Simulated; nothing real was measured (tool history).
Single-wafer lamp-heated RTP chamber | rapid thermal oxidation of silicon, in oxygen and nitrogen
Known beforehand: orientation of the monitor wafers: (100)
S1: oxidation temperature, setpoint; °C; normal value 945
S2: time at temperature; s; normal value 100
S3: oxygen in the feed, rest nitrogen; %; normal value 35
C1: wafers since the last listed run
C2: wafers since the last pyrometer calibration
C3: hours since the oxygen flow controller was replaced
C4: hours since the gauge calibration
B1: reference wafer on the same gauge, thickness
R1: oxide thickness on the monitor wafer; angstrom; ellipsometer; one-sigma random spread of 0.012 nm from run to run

run   hour   S1   S2  S3   C1    C2      C3      C4     B1     R1
  1    0.0  945  100  42    0   849  7197.8   735.1  3.248  41.07
  2   31.0  945  100  35  210  1060  7228.8   766.1  3.249  39.50
  3   64.4  945  100  35  226  1286  7262.2   799.5  3.252  39.56
  4  123.4  945  100  35  400  1687  7321.2   858.5  3.246  39.29
     153.0  -- pyrometer window cleaned and pyrometer calibrated
  5  167.4  945  100  35  244    97  7365.2   902.5  3.249  38.60
  6  193.6  945  100  35  177   275  7391.4   928.7  3.252  38.74
  7  265.2  945  100  35  485   761  7463.0  1000.3  3.248  39.24
  8  310.4  945  100  35  306  1068  7508.2  1045.5  3.249  39.43
     320.9  -- gauge calibrated
  9  347.4  945  100  48  251  1319  7545.2    26.5  3.251  43.08
     408.5  -- pyrometer window cleaned and pyrometer calibrated
 10  416.3  945  100  65  413    52  7614.1    95.4  3.250  45.48
 11  454.7  945  100  35  260   313  7652.5   133.8  3.248  38.76
 12  509.1  925   70  17  369   682  7706.9   188.2  3.251  28.03
 13  598.4  945  100  35  606  1288  7796.2   277.5  3.251  39.34
     627.8  -- oxygen flow controller replaced
 14  638.6  945  135  44  218  1507    10.8   317.7  3.253  47.56
     661.8  -- pyrometer window cleaned and pyrometer calibrated
 15  683.1  945  100  17  247   144    55.3   362.2  3.248  32.57
 16  736.6  965   67  35  363   507   108.8   415.7  3.251  37.78
 17  784.1  934  100  35  322   829   156.3   463.2  3.254  36.44
 18  828.3  945  124  17  300  1129   200.5   507.4  3.252  35.28
 19  868.9  945  143  35  275  1405   241.1   548.0  3.250  45.20

Each row is a separate what-if for the run after 19, all from the same tool condition, not one after another. Results?
  A  869.4  945  100  35   3  1408  241.6  548.5   ?   ?
  B  869.4  945   81  24   3  1408  241.6  548.5   ?   ?
  C  869.4  965  100  35   3  1408  241.6  548.5   ?   ?

run     B1     R1
  A  3.247  39.29
  B  3.247  33.41
  C  3.247  44.70
The same runs, with their run-to-run variation unchanged, on a tool lacking any hidden condition would have given:
run     R1
  A  37.92
  B  32.50
  C  43.01
